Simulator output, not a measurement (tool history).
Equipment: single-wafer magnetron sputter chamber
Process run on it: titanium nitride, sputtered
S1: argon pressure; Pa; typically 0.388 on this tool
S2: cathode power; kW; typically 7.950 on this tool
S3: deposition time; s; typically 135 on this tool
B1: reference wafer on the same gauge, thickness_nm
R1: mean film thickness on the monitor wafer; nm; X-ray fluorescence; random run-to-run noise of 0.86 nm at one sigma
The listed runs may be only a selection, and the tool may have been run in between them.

run 1 hour=0.0 | S1=0.388 S2=7.950 S3=135 | B1=226.975 | R1=200.308
run 2 hour=207.0 | S1=0.388 S2=7.950 S3=135 | B1=227.026 | R1=194.836
run 3 hour=276.9 | S1=0.388 S2=7.950 S3=135 | B1=226.971 | R1=194.190
-- hour=300.7 sputter target and shields replaced
run 4 hour=305.0 | S1=0.388 S2=7.950 S3=135 | B1=227.015 | R1=202.358
run 5 hour=367.6 | S1=0.388 S2=7.950 S3=135 | B1=227.229 | R1=203.169
run 6 hour=435.2 | S1=0.388 S2=7.950 S3=135 | B1=227.143 | R1=201.843
-- hour=485.6 magnet pack replaced
-- hour=606.7 capacitance manometer re-zeroed and calibrated
run 7 hour=643.1 | S1=0.388 S2=7.950 S3=135 | B1=226.883 | R1=199.006
run 8 hour=673.8 | S1=0.388 S2=7.950 S3=135 | B1=226.962 | R1=195.612
run 9 hour=737.9 | S1=0.388 S2=7.950 S3=135 | B1=226.934 | R1=195.728
-- hour=747.2 sputter target and shields replaced
run 10 hour=809.9 | S1=0.388 S2=7.950 S3=135 | B1=226.906 | R1=202.788
run 11 hour=858.3 | S1=0.388 S2=7.950 S3=135 | B1=227.185 | R1=202.362
run 12 hour=927.5 | S1=0.388 S2=7.950 S3=135 | B1=226.831 | R1=203.593
run 13 hour=997.1 | S1=0.388 S2=7.950 S3=135 | B1=227.114 | R1=201.751
run 14 hour=1023.7 | S1=0.388 S2=7.950 S3=154 | B1=226.970 | R1=228.057
run 15 hour=1091.2 | S1=0.388 S2=7.950 S3=154 | B1=226.972 | R1=227.580
run 16 hour=1138.0 | S1=0.388 S2=7.950 S3=135 | B1=227.000 | R1=196.403
run 17 hour=1182.2 | S1=0.273 S2=9.200 S3=149 | B1=227.085 | R1=258.105
-- hour=1202.1 sputter target and shields replaced
run 18 hour=1239.0 | S1=0.388 S2=6.050 S3=135 | B1=227.202 | R1=155.353
-- hour=1248.7 gauge calibrated
run 19 hour=1270.9 | S1=0.388 S2=6.950 S3=135 | B1=226.760 | R1=178.261
run 20 hour=1324.5 | S1=0.308 S2=7.950 S3=135 | B1=227.093 | R1=206.957
run 21 hour=1384.2 | S1=0.388 S2=7.950 S3=108 | B1=227.009 | R1=160.760
run 22 hour=1447.0 | S1=0.388 S2=7.950 S3=135 | B1=227.109 | R1=203.043
run 23 hour=1506.0 | S1=0.278 S2=7.950 S3=135 | B1=226.985 | R1=204.627
run 24 hour=1574.4 | S1=0.388 S2=6.650 S3=135 | B1=227.141 | R1=167.095
run 25 hour=1601.4 | S1=0.466 S2=8.600 S3=135 | B1=227.021 | R1=209.540
run 26 hour=1670.9 | S1=0.498 S2=7.350 S3=135 | B1=227.017 | R1=175.557
-- hour=1702.5 sputter target and shields replaced
run 27 hour=1725.4 | S1=0.312 S2=6.400 S3=161 | B1=227.030 | R1=198.417
run 28 hour=1760.2 | S1=0.388 S2=9.100 S3=135 | B1=227.077 | R1=235.347
run 29 hour=1785.3 | S1=0.271 S2=7.950 S3=135 | B1=226.997 | R1=208.871
run 30 hour=1839.1 | S1=0.448 S2=7.950 S3=135 | B1=227.162 | R1=201.055
run 31 hour=1863.4 | S1=0.254 S2=7.950 S3=135 | B1=227.049 | R1=209.517
run 32 hour=1924.3 | S1=0.388 S2=7.950 S3=135 | B1=226.995 | R1=202.594
run 33 hour=1978.8 | S1=0.388 S2=7.950 S3=135 | B1=226.884 | R1=201.207
run 34 hour=2049.8 | S1=0.345 S2=9.500 S3=158 | B1=226.796 | R1=282.993

4 ways to go on from here, each from the tool as it stands after run 34. What would each give?
run A hour=2050.2 | S1=0.388 S2=7.950 S3=152 | B1=? | R1=?
run B hour=2050.2 | S1=0.469 S2=8.650 S3=135 | B1=? | R1=?
run C hour=2050.2 | S1=0.523 S2=6.750 S3=152 | B1=? | R1=?
run D hour=2050.2 | S1=0.459 S2=9.650 S3=156 | B1=? | R1=?

run=A B1=227.161 R1=225.415
run=B B1=227.161 R1=213.639
run=C B1=227.161 R1=185.303
run=D B1=227.161 R1=276.071
With the hidden condition removed and each run's random variation left untouched, the same runs would have given:
run=A R1=231.996
run=B R1=219.875
run=C R1=190.713
run=D R1=284.130
